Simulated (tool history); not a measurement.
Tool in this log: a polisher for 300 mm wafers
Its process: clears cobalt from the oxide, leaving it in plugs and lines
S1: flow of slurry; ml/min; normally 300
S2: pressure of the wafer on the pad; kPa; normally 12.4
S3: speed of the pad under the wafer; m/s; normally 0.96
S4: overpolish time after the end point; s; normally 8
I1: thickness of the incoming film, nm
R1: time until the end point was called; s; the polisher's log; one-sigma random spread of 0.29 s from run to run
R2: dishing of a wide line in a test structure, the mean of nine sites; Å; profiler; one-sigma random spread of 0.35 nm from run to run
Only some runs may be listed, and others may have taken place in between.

run 1 hour=0.0 | S1=300 S2=12.4 S3=0.96 S4=8 | I1=207.8 | R1=63.3 R2=217
run 2 hour=12.6 | S1=300 S2=9.0 S3=0.96 S4=8 | I1=211.1 | R1=89.8 R2=164
run 3 hour=24.2 | S1=300 S2=9.0 S3=0.96 S4=8 | I1=208.7 | R1=88.7 R2=160
-- hour=29.2 worn pad replaced by a new one
run 4 hour=30.9 | S1=300 S2=9.0 S3=0.96 S4=8 | I1=211.8 | R1=86.3 R2=168
run 5 hour=37.9 | S1=340 S2=12.4 S3=0.96 S4=8 | I1=206.3 | R1=60.6 R2=219
run 6 hour=51.9 | S1=340 S2=12.4 S3=0.96 S4=8 | I1=209.4 | R1=62.5 R2=224
run 7 hour=58.4 | S1=340 S2=12.4 S3=0.96 S4=8 | I1=207.6 | R1=62.9 R2=216
run 8 hour=72.0 | S1=380 S2=12.4 S3=0.96 S4=8 | I1=209.3 | R1=63.2 R2=216
run 9 hour=110.5 | S1=395 S2=14.5 S3=0.76 S4=8 | I1=210.3 | R1=65.6 R2=209
-- hour=117.4 slurry nozzle cleaned
-- hour=117.9 worn pad replaced by a new one
run 10 hour=120.0 | S1=375 S2=13.8 S3=0.64 S4=13 | I1=211.5 | R1=74.4 R2=286
run 11 hour=137.9 | S1=300 S2=12.4 S3=0.96 S4=8 | I1=211.8 | R1=63.5 R2=217
-- hour=142.4 head pressure recalibrated
run 12 hour=146.8 | S1=350 S2=10.3 S3=1.10 S4=8 | I1=211.8 | R1=58.9 R2=227
run 13 hour=159.5 | S1=300 S2=12.4 S3=0.96 S4=8 | I1=209.7 | R1=56.0 R2=236
run 14 hour=168.0 | S1=345 S2=15.9 S3=0.96 S4=4 | I1=208.9 | R1=43.5 R2=163
run 15 hour=181.3 | S1=300 S2=16.5 S3=0.96 S4=8 | I1=208.1 | R1=42.5 R2=293
run 16 hour=193.8 | S1=355 S2=12.4 S3=0.96 S4=9 | I1=210.8 | R1=56.9 R2=260
run 17 hour=200.3 | S1=300 S2=16.5 S3=0.96 S4=8 | I1=207.1 | R1=42.8 R2=296

Results per run with the tool's hidden condition removed, run-to-run variation unchanged:
What the log doesn't record here: removal rate lost through wear of the pad, %; slurry flow missing at the pad, %; deviation of the head's pressure from its setpoint, %.
run=1 R1=52.3 R2=253
run=2 R1=73.8 R2=194
run=3 R1=72.5 R2=191
run=4 R1=74.5 R2=191
run=5 R1=51.5 R2=249
run=6 R1=51.9 R2=260
run=7 R1=51.9 R2=252
run=8 R1=51.6 R2=254
run=9 R1=52.9 R2=249
run=10 R1=64.4 R2=319
run=11 R1=53.1 R2=251
run=12 R1=56.2 R2=236
run=13 R1=52.6 R2=248
run=14 R1=40.6 R2=173
run=15 R1=39.3 R2=311
run=16 R1=52.2 R2=277
run=17 R1=39.2 R2=316
